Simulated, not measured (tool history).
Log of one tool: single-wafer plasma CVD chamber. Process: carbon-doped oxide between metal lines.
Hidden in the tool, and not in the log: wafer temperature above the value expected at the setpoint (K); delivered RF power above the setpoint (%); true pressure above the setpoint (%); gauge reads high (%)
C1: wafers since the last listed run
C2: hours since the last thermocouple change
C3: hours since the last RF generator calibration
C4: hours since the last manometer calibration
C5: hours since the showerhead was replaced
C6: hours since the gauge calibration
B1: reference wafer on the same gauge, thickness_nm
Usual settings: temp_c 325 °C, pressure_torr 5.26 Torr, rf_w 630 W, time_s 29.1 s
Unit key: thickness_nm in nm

Run 1, hour 0: usual settings but rf_w 600 W; C1 0; C2 1911.4; C3 1245.8; C4 1481.3; C5 5113.1; C6 188.8; B1 191.923. Result: thickness_nm 184.407 nm.
Run 2, hour 7.6: usual settings; C1 111; C2 1919; C3 1253.4; C4 1488.9; C5 5120.7; C6 196.4; B1 191.935. Result: thickness_nm 187.627 nm.
Run 3, hour 20.7: usual settings; C1 192; C2 1932.1; C3 1266.5; C4 1502; C5 5133.8; C6 209.5; B1 192.066. Result: thickness_nm 187.746 nm.
Run 4, hour 29.9: usual settings; C1 134; C2 1941.3; C3 1275.7; C4 1511.2; C5 5143; C6 218.7; B1 192.022. Result: thickness_nm 187.861 nm.
Run 5, hour 43.2: usual settings; C1 194; C2 1954.6; C3 1289; C4 1524.5; C5 5156.3; C6 232; B1 191.992. Result: thickness_nm 187.538 nm.
Run 6, hour 92.9: usual settings; C1 728; C2 2004.3; C3 1338.7; C4 1574.2; C5 5206; C6 281.7; B1 191.929. Result: thickness_nm 187.072 nm.
Run 7, hour 101.9: usual settings but rf_w 535 W; C1 131; C2 2013.3; C3 1347.7; C4 1583.2; C5 5215; C6 290.7; B1 191.984. Result: thickness_nm 174.773 nm.
Run 8, hour 110.3: usual settings but rf_w 535 W; C1 123; C2 2021.7; C3 1356.1; C4 1591.6; C5 5223.4; C6 299.1; B1 191.977. Result: thickness_nm 174.215 nm.
Run 9, hour 123.5: usual settings but rf_w 535 W; C1 193; C2 2034.9; C3 1369.3; C4 1604.8; C5 5236.6; C6 312.3; B1 191.932. Result: thickness_nm 174.112 nm.
At hour 131.1: gauge calibrated.
At hour 135: showerhead replaced.
Run 10, hour 137.9: usual settings; C1 93; C2 2049.3; C3 1383.7; C4 1619.2; C5 2.9; C6 6.8; B1 192.044. Result: thickness_nm 187.082 nm.
Run 11, hour 151.4: usual settings; C1 197; C2 2062.8; C3 1397.2; C4 1632.7; C5 16.4; C6 20.3; B1 191.982. Result: thickness_nm 186.43 nm.
Run 12, hour 158.1: usual settings but temp_c 311 °C; C1 98; C2 2069.5; C3 1403.9; C4 1639.4; C5 23.1; C6 27; B1 192.113. Result: thickness_nm 197.508 nm.
Run 13, hour 165.5: usual settings; C1 108; C2 2076.9; C3 1411.3; C4 1646.8; C5 30.5; C6 34.4; B1 191.841. Result: thickness_nm 186.789 nm.
Run 14, hour 180.2: usual settings but temp_c 331 °C, pressure_torr 4.91 Torr, time_s 33.1 s; C1 215; C2 2091.6; C3 1426; C4 1661.5; C5 45.2; C6 49.1; B1 191.949. Result: thickness_nm 204.169 nm.
At hour 190.3: thermocouple changed; heater temperature recalibrated.
At hour 198.4: capacitance manometer re-zeroed and calibrated.
At hour 199.2: RF generator calibrated.
Run 15, hour 199.7: usual settings but pressure_torr 4.05 Torr; C1 40; C2 9.4; C3 0.5; C4 1.3; C5 64.7; C6 68.6; B1 192.071. Result: thickness_nm 179.736 nm.
Run 16, hour 200: usual settings but temp_c 316 °C, pressure_torr 4.32 Torr, rf_w 590 W, time_s 34.4 s; C1 4; C2 9.7; C3 0.8; C4 1.6; C5 65; C6 68.9; B1 192.072. Result: thickness_nm 216.122 nm.
Run 17, hour 210.7: usual settings but pressure_torr 4.79 Torr; C1 156; C2 20.4; C3 11.5; C4 12.3; C5 75.7; C6 79.6; B1 191.991. Result: thickness_nm 186.741 nm.
Run 18, hour 226.1: usual settings; C1 225; C2 35.8; C3 26.9; C4 27.7; C5 91.1; C6 95; B1 191.987. Result: thickness_nm 190.841 nm.
Run 19, hour 237.7: usual settings but temp_c 337 °C, pressure_torr 4.84 Torr, rf_w 700 W; C1 170; C2 47.4; C3 38.5; C4 39.3; C5 102.7; C6 106.6; B1 192.097. Result: thickness_nm 188.31 nm.
Run 20, hour 248: usual settings but rf_w 520 W; C1 151; C2 57.7; C3 48.8; C4 49.6; C5 113; C6 116.9; B1 191.94. Result: thickness_nm 175.991 nm.
Run 21, hour 263: usual settings but temp_c 331 °C, pressure_torr 4.18 Torr, time_s 31.9 s; C1 219; C2 72.7; C3 63.8; C4 64.6; C5 128; C6 131.9; B1 192.125. Result: thickness_nm 194.292 nm.
Run 22, hour 278.2: usual settings; C1 222; C2 87.9; C3 79; C4 79.8; C5 143.2; C6 147.1; B1 191.998. Result: thickness_nm 191.012 nm.

Each row is a separate what-if for the run after 22, all from the same tool condition, not one after another. Results?
Run A, hour 278.6: usual settings but rf_w 545 W; C1 5; C2 88.3; C3 79.4; C4 80.2; C5 143.6; C6 147.5; B1 ?. Result: thickness_nm ?.
Run B, hour 278.6: usual settings but rf_w 705 W; C1 5; C2 88.3; C3 79.4; C4 80.2; C5 143.6; C6 147.5; B1 ?. Result: thickness_nm ?.
Run C, hour 278.6: usual settings but temp_c 331 °C, pressure_torr 6.39 Torr, rf_w 680 W; C1 5; C2 88.3; C3 79.4; C4 80.2; C5 143.6; C6 147.5; B1 ?. Result: thickness_nm ?.
Run D, hour 278.6: usual settings but rf_w 565 W; C1 5; C2 88.3; C3 79.4; C4 80.2; C5 143.6; C6 147.5; B1 ?. Result: thickness_nm ?.
Run E, hour 278.6: usual settings but temp_c 329 °C; C1 5; C2 88.3; C3 79.4; C4 80.2; C5 143.6; C6 147.5; B1 ?. Result: thickness_nm ?.

run       B1  thickness_nm
  A  191.992       179.069
  B  191.992       199.923
  C  191.992       198.527
  D  191.992       181.771
  E  191.992       187.646
The same runs, with their run-to-run variation unchanged, on a tool lacking any hidden condition would have given:
run  thickness_nm
  A       180.102
  B       201.052
  C       199.649
  D        182.82
  E       188.729
